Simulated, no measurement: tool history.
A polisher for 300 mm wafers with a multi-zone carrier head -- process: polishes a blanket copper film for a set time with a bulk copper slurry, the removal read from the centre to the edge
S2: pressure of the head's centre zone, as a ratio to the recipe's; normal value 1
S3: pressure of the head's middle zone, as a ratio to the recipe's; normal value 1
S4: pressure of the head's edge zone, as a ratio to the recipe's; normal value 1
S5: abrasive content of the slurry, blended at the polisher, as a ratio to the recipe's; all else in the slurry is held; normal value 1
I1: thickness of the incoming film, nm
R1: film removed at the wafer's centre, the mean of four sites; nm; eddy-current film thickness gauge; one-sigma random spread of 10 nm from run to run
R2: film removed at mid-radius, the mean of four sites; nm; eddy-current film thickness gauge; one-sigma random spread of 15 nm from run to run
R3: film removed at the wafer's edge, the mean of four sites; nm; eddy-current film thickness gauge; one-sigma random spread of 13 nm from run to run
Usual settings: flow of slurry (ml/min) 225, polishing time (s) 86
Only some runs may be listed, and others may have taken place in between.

run 1 day=0 | flow_of_slurry_(ml/min)=225 S2=1 S3=1 S4=1 S5=0.85 polishing_time_(s)=109 | I1=4278.9 | R1=1533 R2=1361.6 R3=1489
-- day=0.654 worn pad replaced by a new one
-- day=1.792 slurry nozzle cleaned
run 2 day=2.467 | flow_of_slurry_(ml/min)=225 S2=1 S3=1 S4=1 S5=0.85 polishing_time_(s)=109 | I1=4257.5 | R1=1542.3 R2=1386.9 R3=1454.5
run 3 day=3.917 | flow_of_slurry_(ml/min)=250 S2=1 S3=1 S4=1 S5=1 polishing_time_(s)=64 | I1=4238.2 | R1=932.9 R2=837.5 R3=887.7
run 4 day=6.025 | flow_of_slurry_(ml/min)=225 S2=1 S3=1 S4=1 S5=1 polishing_time_(s)=86 | I1=4181.2 | R1=1266.7 R2=1104.1 R3=1172.6
run 5 day=8.604 | flow_of_slurry_(ml/min)=225 S2=1 S3=1 S4=1 S5=1 polishing_time_(s)=86 | I1=4263.9 | R1=1257.6 R2=1090.7 R3=1189.9
run 6 day=10.229 | flow_of_slurry_(ml/min)=225 S2=1 S3=1 S4=1 S5=1 polishing_time_(s)=86 | I1=4258.8 | R1=1262 R2=1121.9 R3=1182
-- day=10.733 worn pad replaced by a new one
run 7 day=12.421 | flow_of_slurry_(ml/min)=225 S2=1 S3=1 S4=1 S5=1 polishing_time_(s)=86 | I1=4184.9 | R1=1267.6 R2=1092.2 R3=1176.6
-- day=13.392 centre zone pressure recalibrated
run 8 day=15.154 | flow_of_slurry_(ml/min)=225 S2=1 S3=1 S4=1.05 S5=1 polishing_time_(s)=86 | I1=4246 | R1=1184.3 R2=1112 R3=1214.9
run 9 day=17.262 | flow_of_slurry_(ml/min)=225 S2=1 S3=1 S4=1.05 S5=1 polishing_time_(s)=86 | I1=4241.7 | R1=1183 R2=1077.7 R3=1197.1
-- day=17.946 edge zone pressure recalibrated
run 10 day=18.833 | flow_of_slurry_(ml/min)=225 S2=1 S3=1 S4=1 S5=1 polishing_time_(s)=86 | I1=4224.4 | R1=1188.2 R2=1089.3 R3=1180.1
-- day=19.088 worn pad replaced by a new one
run 11 day=20.833 | flow_of_slurry_(ml/min)=170 S2=1 S3=1.11 S4=1 S5=0.75 polishing_time_(s)=61 | I1=4189.6 | R1=796.8 R2=792.7 R3=766.3
-- day=22.221 carrier head's membrane replaced by a new one
run 12 day=22.596 | flow_of_slurry_(ml/min)=225 S2=1 S3=0.94 S4=0.91 S5=0.75 polishing_time_(s)=112 | I1=4264.7 | R1=1515.4 R2=1318.4 R3=1396.1
run 13 day=24.75 | flow_of_slurry_(ml/min)=170 S2=1 S3=1.11 S4=1 S5=0.75 polishing_time_(s)=61 | I1=4246.9 | R1=798.3 R2=771.6 R3=768.5
run 14 day=26.646 | flow_of_slurry_(ml/min)=225 S2=1 S3=1.1 S4=1 S5=1 polishing_time_(s)=86 | I1=4237.8 | R1=1231.1 R2=1212.8 R3=1176.9
-- day=27.646 worn pad replaced by a new one
-- day=27.983 slurry nozzle cleaned
run 15 day=29.354 | flow_of_slurry_(ml/min)=225 S2=1 S3=1 S4=1 S5=0.85 polishing_time_(s)=109 | I1=4257.2 | R1=1527.7 R2=1366.8 R3=1461.9
run 16 day=30.988 | flow_of_slurry_(ml/min)=170 S2=1 S3=1.11 S4=1 S5=0.75 polishing_time_(s)=61 | I1=4244 | R1=804.2 R2=789.6 R3=791.5
run 17 day=33.225 | flow_of_slurry_(ml/min)=225 S2=0.91 S3=1 S4=1 S5=0.8 polishing_time_(s)=86 | I1=4256.1 | R1=1095.2 R2=1074.5 R3=1159.2
run 18 day=34.675 | flow_of_slurry_(ml/min)=300 S2=1 S3=1 S4=0.91 S5=1 polishing_time_(s)=86 | I1=4225.7 | R1=1262 R2=1144.2 R3=1162.9
-- day=35.912 worn pad replaced by a new one
run 19 day=36.721 | flow_of_slurry_(ml/min)=225 S2=0.92 S3=0.9 S4=0.97 S5=1 polishing_time_(s)=106 | I1=4218.2 | R1=1428.1 R2=1256.8 R3=1448.3
run 20 day=38.658 | flow_of_slurry_(ml/min)=225 S2=0.91 S3=1 S4=1 S5=1 polishing_time_(s)=86 | I1=4223.1 | R1=1142.1 R2=1110.6 R3=1177.9
run 21 day=39.733 | flow_of_slurry_(ml/min)=265 S2=1 S3=0.92 S4=0.91 S5=1 polishing_time_(s)=86 | I1=4303.7 | R1=1260.9 R2=1060.8 R3=1137.5

Here are 4 independent what-if runs from the current tool condition. What would each one return?
run A day=39.754 | flow_of_slurry_(ml/min)=225 S2=1 S3=1 S4=1 S5=1 polishing_time_(s)=86 | I1=4230 | R1=? R2=? R3=?
run B day=39.754 | flow_of_slurry_(ml/min)=225 S2=1 S3=0.96 S4=0.93 S5=1 polishing_time_(s)=86 | I1=4230 | R1=? R2=? R3=?
run C day=39.754 | flow_of_slurry_(ml/min)=225 S2=1 S3=1.08 S4=0.89 S5=1 polishing_time_(s)=86 | I1=4230 | R1=? R2=? R3=?
run D day=39.754 | flow_of_slurry_(ml/min)=225 S2=1 S3=1 S4=1 S5=1 polishing_time_(s)=67 | I1=4230 | R1=? R2=? R3=?

run=A R1=1237.1 R2=1121.2 R3=1184.6
run=B R1=1236.8 R2=1083.5 R3=1150.3
run=C R1=1237.8 R2=1197.1 R3=1128.5
run=D R1=963.8 R2=873.5 R3=922.9
With no hidden state in the tool, these same runs would have given:
run=A R1=1156.8 R2=1121.6 R3=1184.6
run=B R1=1156.5 R2=1083.9 R3=1150.3
run=C R1=1157.5 R2=1197.6 R3=1128.5
run=D R1=901.3 R2=873.8 R3=922.9
